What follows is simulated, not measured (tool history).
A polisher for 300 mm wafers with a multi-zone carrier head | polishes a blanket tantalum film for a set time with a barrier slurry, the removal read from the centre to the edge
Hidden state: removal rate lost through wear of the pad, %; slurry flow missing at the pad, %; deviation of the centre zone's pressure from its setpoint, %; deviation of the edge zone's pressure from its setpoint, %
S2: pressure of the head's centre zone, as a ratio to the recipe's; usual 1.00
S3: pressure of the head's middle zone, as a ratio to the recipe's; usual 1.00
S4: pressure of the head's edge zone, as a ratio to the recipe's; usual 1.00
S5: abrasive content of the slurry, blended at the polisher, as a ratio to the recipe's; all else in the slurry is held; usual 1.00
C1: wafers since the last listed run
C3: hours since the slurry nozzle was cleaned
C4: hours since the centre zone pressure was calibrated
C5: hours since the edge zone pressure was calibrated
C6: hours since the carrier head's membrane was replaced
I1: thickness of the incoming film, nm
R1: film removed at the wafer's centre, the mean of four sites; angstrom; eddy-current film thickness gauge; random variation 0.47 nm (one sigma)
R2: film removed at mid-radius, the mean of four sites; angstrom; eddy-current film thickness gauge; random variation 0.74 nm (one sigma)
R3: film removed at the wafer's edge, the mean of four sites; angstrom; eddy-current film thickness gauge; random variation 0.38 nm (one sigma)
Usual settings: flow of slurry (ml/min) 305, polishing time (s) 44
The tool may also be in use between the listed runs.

run 1 hour=0.0 | flow_of_slurry_(ml/min)=305 S2=1.00 S3=1.00 S4=1.00 S5=1.00 polishing_time_(s)=44 | C1=0 wafers_polished_on_this_pad=175 C3=374.4 C4=159.7 C5=223.2 C6=369.6 | I1=432.5 | R1=490 R2=515 R3=525
run 2 hour=15.4 | flow_of_slurry_(ml/min)=305 S2=1.00 S3=1.09 S4=1.00 S5=1.00 polishing_time_(s)=44 | C1=136 wafers_polished_on_this_pad=311 C3=389.8 C4=175.1 C5=238.6 C6=385.0 | I1=433.0 | R1=489 R2=540 R3=525
run 3 hour=26.9 | flow_of_slurry_(ml/min)=305 S2=1.00 S3=1.09 S4=1.00 S5=1.00 polishing_time_(s)=44 | C1=101 wafers_polished_on_this_pad=412 C3=401.3 C4=186.6 C5=250.1 C6=396.5 | I1=425.4 | R1=478 R2=522 R3=526
run 4 hour=38.2 | flow_of_slurry_(ml/min)=305 S2=1.00 S3=1.00 S4=1.00 S5=1.00 polishing_time_(s)=44 | C1=99 wafers_polished_on_this_pad=512 C3=412.6 C4=197.9 C5=261.4 C6=407.8 | I1=435.5 | R1=474 R2=492 R3=516
run 5 hour=46.7 | flow_of_slurry_(ml/min)=305 S2=1.00 S3=1.00 S4=1.00 S5=1.00 polishing_time_(s)=44 | C1=75 wafers_polished_on_this_pad=587 C3=421.1 C4=206.4 C5=269.9 C6=416.3 | I1=430.2 | R1=483 R2=483 R3=510
run 6 hour=54.4 | flow_of_slurry_(ml/min)=305 S2=1.00 S3=1.00 S4=1.00 S5=1.00 polishing_time_(s)=44 | C1=68 wafers_polished_on_this_pad=655 C3=428.8 C4=214.1 C5=277.6 C6=424.0 | I1=430.1 | R1=469 R2=488 R3=505
run 7 hour=70.0 | flow_of_slurry_(ml/min)=305 S2=1.00 S3=1.00 S4=1.00 S5=1.00 polishing_time_(s)=44 | C1=137 wafers_polished_on_this_pad=793 C3=444.4 C4=229.7 C5=293.2 C6=439.6 | I1=430.9 | R1=463 R2=479 R3=502
run 8 hour=84.0 | flow_of_slurry_(ml/min)=305 S2=1.00 S3=1.00 S4=1.00 S5=1.00 polishing_time_(s)=44 | C1=123 wafers_polished_on_this_pad=917 C3=458.4 C4=243.7 C5=307.2 C6=453.6 | I1=436.6 | R1=463 R2=478 R3=495
run 9 hour=94.5 | flow_of_slurry_(ml/min)=305 S2=1.00 S3=1.00 S4=1.00 S5=1.00 polishing_time_(s)=44 | C1=92 wafers_polished_on_this_pad=1009 C3=468.9 C4=254.2 C5=317.7 C6=464.1 | I1=431.9 | R1=457 R2=472 R3=493
run 10 hour=111.4 | flow_of_slurry_(ml/min)=305 S2=1.00 S3=1.00 S4=1.00 S5=1.00 polishing_time_(s)=44 | C1=149 wafers_polished_on_this_pad=1159 C3=485.8 C4=271.1 C5=334.6 C6=481.0 | I1=433.8 | R1=456 R2=453 R3=483
-- hour=119.9 worn pad replaced by a new one
run 11 hour=120.4 | flow_of_slurry_(ml/min)=305 S2=1.00 S3=1.00 S4=1.00 S5=1.00 polishing_time_(s)=44 | C1=44 wafers_polished_on_this_pad=4 C3=494.8 C4=280.1 C5=343.6 C6=490.0 | I1=434.1 | R1=505 R2=504 R3=539
run 12 hour=137.7 | flow_of_slurry_(ml/min)=305 S2=0.94 S3=1.06 S4=1.00 S5=1.00 polishing_time_(s)=44 | C1=152 wafers_polished_on_this_pad=156 C3=512.1 C4=297.4 C5=360.9 C6=507.3 | I1=439.6 | R1=467 R2=528 R3=530
-- hour=148.0 carrier head's membrane replaced by a new one
run 13 hour=149.7 | flow_of_slurry_(ml/min)=305 S2=1.00 S3=1.00 S4=1.00 S5=1.00 polishing_time_(s)=44 | C1=61 wafers_polished_on_this_pad=218 C3=524.1 C4=309.4 C5=372.9 C6=1.7 | I1=422.5 | R1=481 R2=503 R3=513
run 14 hour=165.7 | flow_of_slurry_(ml/min)=305 S2=0.88 S3=1.00 S4=1.00 S5=1.00 polishing_time_(s)=57 | C1=141 wafers_polished_on_this_pad=360 C3=540.1 C4=325.4 C5=388.9 C6=17.7 | I1=432.1 | R1=543 R2=637 R3=669
run 15 hour=177.9 | flow_of_slurry_(ml/min)=305 S2=1.00 S3=1.00 S4=0.95 S5=1.00 polishing_time_(s)=44 | C1=107 wafers_polished_on_this_pad=467 C3=552.3 C4=337.6 C5=401.1 C6=29.9 | I1=433.7 | R1=474 R2=489 R3=504
run 16 hour=191.4 | flow_of_slurry_(ml/min)=305 S2=1.00 S3=1.00 S4=1.00 S5=1.00 polishing_time_(s)=44 | C1=119 wafers_polished_on_this_pad=587 C3=565.8 C4=351.1 C5=414.6 C6=43.4 | I1=422.6 | R1=466 R2=488 R3=506
-- hour=196.9 slurry nozzle cleaned
run 17 hour=209.3 | flow_of_slurry_(ml/min)=250 S2=0.92 S3=1.00 S4=1.00 S5=1.00 polishing_time_(s)=44 | C1=149 wafers_polished_on_this_pad=736 C3=12.4 C4=369.0 C5=432.5 C6=61.3 | I1=432.8 | R1=411 R2=461 R3=488
-- hour=212.5 centre zone pressure recalibrated
-- hour=219.7 edge zone pressure recalibrated
run 18 hour=221.1 | flow_of_slurry_(ml/min)=305 S2=1.08 S3=1.00 S4=1.00 S5=1.15 polishing_time_(s)=44 | C1=68 wafers_polished_on_this_pad=805 C3=24.2 C4=8.6 C5=1.4 C6=73.1 | I1=424.8 | R1=506 R2=498 R3=506
run 19 hour=237.6 | flow_of_slurry_(ml/min)=305 S2=1.00 S3=1.00 S4=1.04 S5=1.00 polishing_time_(s)=44 | C1=145 wafers_polished_on_this_pad=950 C3=40.7 C4=25.1 C5=17.9 C6=89.6 | I1=432.6 | R1=453 R2=470 R3=491
run 20 hour=249.0 | flow_of_slurry_(ml/min)=305 S2=1.00 S3=1.00 S4=1.00 S5=1.00 polishing_time_(s)=53 | C1=100 wafers_polished_on_this_pad=1051 C3=52.1 C4=36.5 C5=29.3 C6=101.0 | I1=428.3 | R1=539 R2=536 R3=582
run 21 hour=263.1 | flow_of_slurry_(ml/min)=305 S2=1.00 S3=0.96 S4=1.00 S5=1.00 polishing_time_(s)=34 | C1=124 wafers_polished_on_this_pad=1176 C3=66.2 C4=50.6 C5=43.4 C6=115.1 | I1=432.4 | R1=343 R2=332 R3=373
-- hour=274.0 worn pad replaced by a new one
run 22 hour=277.5 | flow_of_slurry_(ml/min)=305 S2=1.00 S3=1.00 S4=0.92 S5=1.00 polishing_time_(s)=49 | C1=91 wafers_polished_on_this_pad=30 C3=80.6 C4=65.0 C5=57.8 C6=129.5 | I1=430.4 | R1=550 R2=574 R3=577
run 23 hour=293.8 | flow_of_slurry_(ml/min)=305 S2=1.00 S3=1.00 S4=1.00 S5=0.85 polishing_time_(s)=44 | C1=143 wafers_polished_on_this_pad=174 C3=96.9 C4=81.3 C5=74.1 C6=145.8 | I1=436.9 | R1=468 R2=495 R3=516

Forecast each of these 3 alternatives for the next run:
run A hour=294.2 | flow_of_slurry_(ml/min)=305 S2=0.95 S3=1.00 S4=1.00 S5=1.00 polishing_time_(s)=44 | C1=3 wafers_polished_on_this_pad=178 C3=97.3 C4=81.7 C5=74.5 C6=146.2 | I1=434.4 | R1=? R2=? R3=?
run B hour=294.2 | flow_of_slurry_(ml/min)=305 S2=1.00 S3=1.00 S4=1.00 S5=1.00 polishing_time_(s)=39 | C1=3 wafers_polished_on_this_pad=178 C3=97.3 C4=81.7 C5=74.5 C6=146.2 | I1=434.4 | R1=? R2=? R3=?
run C hour=294.2 | flow_of_slurry_(ml/min)=305 S2=1.11 S3=1.00 S4=1.00 S5=1.00 polishing_time_(s)=55 | C1=3 wafers_polished_on_this_pad=178 C3=97.3 C4=81.7 C5=74.5 C6=146.2 | I1=434.4 | R1=? R2=? R3=?

run=A R1=467 R2=502 R3=537
run=B R1=436 R2=445 R3=476
run=C R1=683 R2=627 R3=671
Without the tool's hidden state the same runs would have given:
run=A R1=476 R2=512 R3=548
run=B R1=444 R2=454 R3=485
run=C R1=696 R2=639 R3=684

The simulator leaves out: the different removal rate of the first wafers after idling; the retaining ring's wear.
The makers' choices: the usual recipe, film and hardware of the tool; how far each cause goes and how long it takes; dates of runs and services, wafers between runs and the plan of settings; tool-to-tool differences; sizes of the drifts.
